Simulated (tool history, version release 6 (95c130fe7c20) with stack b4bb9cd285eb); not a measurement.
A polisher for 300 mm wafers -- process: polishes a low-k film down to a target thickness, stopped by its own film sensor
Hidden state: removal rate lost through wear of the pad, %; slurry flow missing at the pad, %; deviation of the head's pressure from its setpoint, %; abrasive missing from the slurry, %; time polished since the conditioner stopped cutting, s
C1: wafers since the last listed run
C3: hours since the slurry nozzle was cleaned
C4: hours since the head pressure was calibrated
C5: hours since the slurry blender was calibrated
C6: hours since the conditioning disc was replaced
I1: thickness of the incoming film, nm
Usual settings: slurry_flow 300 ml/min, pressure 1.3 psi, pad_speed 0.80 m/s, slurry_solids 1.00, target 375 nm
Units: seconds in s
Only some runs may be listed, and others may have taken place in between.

run 1 hour=0.0 | slurry_flow=300 pressure=1.3 pad_speed=0.80 slurry_solids=1.00 target=375 | C1=0 wafers_polished_on_this_pad=540 C3=288.5 C4=160.1 C5=61.2 C6=220.8 | I1=399.9 | seconds=114.6
run 2 hour=127.9 | slurry_flow=300 pressure=1.3 pad_speed=0.80 slurry_solids=1.00 target=375 | C1=598 wafers_polished_on_this_pad=1139 C3=416.4 C4=288.0 C5=189.1 C6=348.7 | I1=399.7 | seconds=115.5
run 3 hour=155.1 | slurry_flow=300 pressure=1.3 pad_speed=0.80 slurry_solids=1.00 target=375 | C1=127 wafers_polished_on_this_pad=1266 C3=443.6 C4=315.2 C5=216.3 C6=375.9 | I1=404.5 | seconds=138.1
run 4 hour=186.3 | slurry_flow=300 pressure=1.3 pad_speed=0.80 slurry_solids=1.00 target=375 | C1=146 wafers_polished_on_this_pad=1412 C3=474.8 C4=346.4 C5=247.5 C6=407.1 | I1=400.6 | seconds=121.8
-- hour=222.7 conditioning disc replaced and pad reconditioned
run 5 hour=255.3 | slurry_flow=300 pressure=1.3 pad_speed=0.98 slurry_solids=1.00 target=375 | C1=313 wafers_polished_on_this_pad=1726 C3=543.8 C4=415.4 C5=316.5 C6=32.6 | I1=403.7 | seconds=123.4
-- hour=297.2 worn pad replaced by a new one
run 6 hour=320.3 | slurry_flow=260 pressure=1.5 pad_speed=0.64 slurry_solids=1.00 target=382 | C1=285 wafers_polished_on_this_pad=108 C3=608.8 C4=480.4 C5=381.5 C6=97.6 | I1=398.7 | seconds=93.0
run 7 hour=355.1 | slurry_flow=240 pressure=1.3 pad_speed=0.92 slurry_solids=1.00 target=375 | C1=162 wafers_polished_on_this_pad=271 C3=643.6 C4=515.2 C5=416.3 C6=132.4 | I1=400.6 | seconds=135.2
run 8 hour=382.8 | slurry_flow=300 pressure=1.3 pad_speed=0.64 slurry_solids=1.00 target=375 | C1=129 wafers_polished_on_this_pad=400 C3=671.3 C4=542.9 C5=444.0 C6=160.1 | I1=396.5 | seconds=127.3
-- hour=403.6 slurry blender recalibrated
run 9 hour=453.6 | slurry_flow=250 pressure=1.8 pad_speed=0.80 slurry_solids=1.15 target=370 | C1=322 wafers_polished_on_this_pad=723 C3=742.1 C4=613.7 C5=50.0 C6=230.9 | I1=401.5 | seconds=162.0
run 10 hour=491.1 | slurry_flow=300 pressure=1.3 pad_speed=0.80 slurry_solids=1.00 target=375 | C1=175 wafers_polished_on_this_pad=898 C3=779.6 C4=651.2 C5=87.5 C6=268.4 | I1=394.9 | seconds=125.9
run 11 hour=523.5 | slurry_flow=300 pressure=1.3 pad_speed=0.88 slurry_solids=1.00 target=375 | C1=151 wafers_polished_on_this_pad=1050 C3=812.0 C4=683.6 C5=119.9 C6=300.8 | I1=397.6 | seconds=156.0
-- hour=555.5 head pressure recalibrated
run 12 hour=557.6 | slurry_flow=210 pressure=1.2 pad_speed=0.66 slurry_solids=1.00 target=368 | C1=150 wafers_polished_on_this_pad=1200 C3=846.1 C4=2.1 C5=154.0 C6=334.9 | I1=397.5 | seconds=866.8
run 13 hour=584.1 | slurry_flow=300 pressure=1.3 pad_speed=0.80 slurry_solids=1.00 target=375 | C1=124 wafers_polished_on_this_pad=1324 C3=872.6 C4=28.6 C5=180.5 C6=361.4 | I1=404.3 | seconds=1431.9
-- hour=587.2 slurry nozzle cleaned
run 14 hour=623.4 | slurry_flow=345 pressure=1.6 pad_speed=0.80 slurry_solids=0.80 target=383 | C1=179 wafers_polished_on_this_pad=1504 C3=36.2 C4=67.9 C5=219.8 C6=400.7 | I1=401.8 | seconds=85.3
-- hour=651.1 conditioning disc replaced and pad reconditioned
run 15 hour=669.4 | slurry_flow=300 pressure=1.3 pad_speed=0.80 slurry_solids=1.00 target=375 | C1=206 wafers_polished_on_this_pad=1710 C3=82.2 C4=113.9 C5=265.8 C6=18.3 | I1=402.8 | seconds=127.2
run 16 hour=717.0 | slurry_flow=300 pressure=1.3 pad_speed=0.94 slurry_solids=1.00 target=375 | C1=222 wafers_polished_on_this_pad=1932 C3=129.8 C4=161.5 C5=313.4 C6=65.9 | I1=402.6 | seconds=114.7
-- hour=754.9 worn pad replaced by a new one
run 17 hour=767.1 | slurry_flow=300 pressure=1.5 pad_speed=0.80 slurry_solids=1.00 target=375 | C1=215 wafers_polished_on_this_pad=56 C3=179.9 C4=211.6 C5=363.5 C6=116.0 | I1=400.3 | seconds=107.4
run 18 hour=821.2 | slurry_flow=370 pressure=1.7 pad_speed=0.90 slurry_solids=1.00 target=368 | C1=253 wafers_polished_on_this_pad=310 C3=234.0 C4=265.7 C5=417.6 C6=170.1 | I1=398.8 | seconds=109.5
run 19 hour=884.9 | slurry_flow=300 pressure=1.5 pad_speed=0.64 slurry_solids=1.00 target=367 | C1=298 wafers_polished_on_this_pad=608 C3=297.7 C4=329.4 C5=481.3 C6=233.8 | I1=397.5 | seconds=149.7
-- hour=899.1 slurry blender recalibrated
run 20 hour=939.4 | slurry_flow=300 pressure=1.3 pad_speed=0.80 slurry_solids=0.85 target=371 | C1=245 wafers_polished_on_this_pad=854 C3=352.2 C4=383.9 C5=40.3 C6=288.3 | I1=399.0 | seconds=142.4
run 21 hour=1128.2 | slurry_flow=300 pressure=1.3 pad_speed=0.56 slurry_solids=1.10 target=375 | C1=883 wafers_polished_on_this_pad=1738 C3=541.0 C4=572.7 C5=229.1 C6=477.1 | I1=399.9 | seconds=143.0
-- hour=1147.3 worn pad replaced by a new one
-- hour=1161.8 conditioning disc replaced and pad reconditioned
run 22 hour=1199.7 | slurry_flow=300 pressure=1.3 pad_speed=0.80 slurry_solids=1.00 target=375 | C1=306 wafers_polished_on_this_pad=235 C3=612.5 C4=644.2 C5=300.6 C6=37.9 | I1=391.5 | seconds=82.3
run 23 hour=1238.6 | slurry_flow=300 pressure=1.3 pad_speed=0.80 slurry_solids=1.00 target=382 | C1=182 wafers_polished_on_this_pad=418 C3=651.4 C4=683.1 C5=339.5 C6=76.8 | I1=408.5 | seconds=136.4
-- hour=1300.4 head pressure recalibrated
run 24 hour=1300.9 | slurry_flow=300 pressure=1.1 pad_speed=0.80 slurry_solids=1.00 target=375 | C1=282 wafers_polished_on_this_pad=700 C3=713.7 C4=0.5 C5=401.8 C6=139.1 | I1=405.1 | seconds=181.6
-- hour=1311.1 slurry blender recalibrated
run 25 hour=1338.7 | slurry_flow=300 pressure=1.3 pad_speed=0.80 slurry_solids=1.10 target=375 | C1=167 wafers_polished_on_this_pad=867 C3=751.5 C4=38.3 C5=27.6 C6=176.9 | I1=404.6 | seconds=167.4
run 26 hour=1398.3 | slurry_flow=270 pressure=1.3 pad_speed=0.80 slurry_solids=1.00 target=375 | C1=279 wafers_polished_on_this_pad=1147 C3=811.1 C4=97.9 C5=87.2 C6=236.5 | I1=392.9 | seconds=158.5

Below are 3 alternative next runs, each starting from the tool's condition after run 26. Predict each:
run A hour=1398.8 | slurry_flow=300 pressure=1.3 pad_speed=0.80 slurry_solids=1.00 target=375 | C1=2 wafers_polished_on_this_pad=1149 C3=811.6 C4=98.4 C5=87.7 C6=237.0 | I1=392.0 | seconds=?
run B hour=1398.8 | slurry_flow=300 pressure=1.3 pad_speed=0.62 slurry_solids=1.00 target=375 | C1=2 wafers_polished_on_this_pad=1149 C3=811.6 C4=98.4 C5=87.7 C6=237.0 | I1=392.0 | seconds=?
run C hour=1398.8 | slurry_flow=300 pressure=0.9 pad_speed=0.80 slurry_solids=1.00 target=375 | C1=2 wafers_polished_on_this_pad=1149 C3=811.6 C4=98.4 C5=87.7 C6=237.0 | I1=392.0 | seconds=?

run=A seconds=132.5
run=B seconds=153.3
run=C seconds=156.3
What these runs would have given with no unlogged condition in the tool:
run=A seconds=76.6
run=B seconds=88.6
run=C seconds=90.3
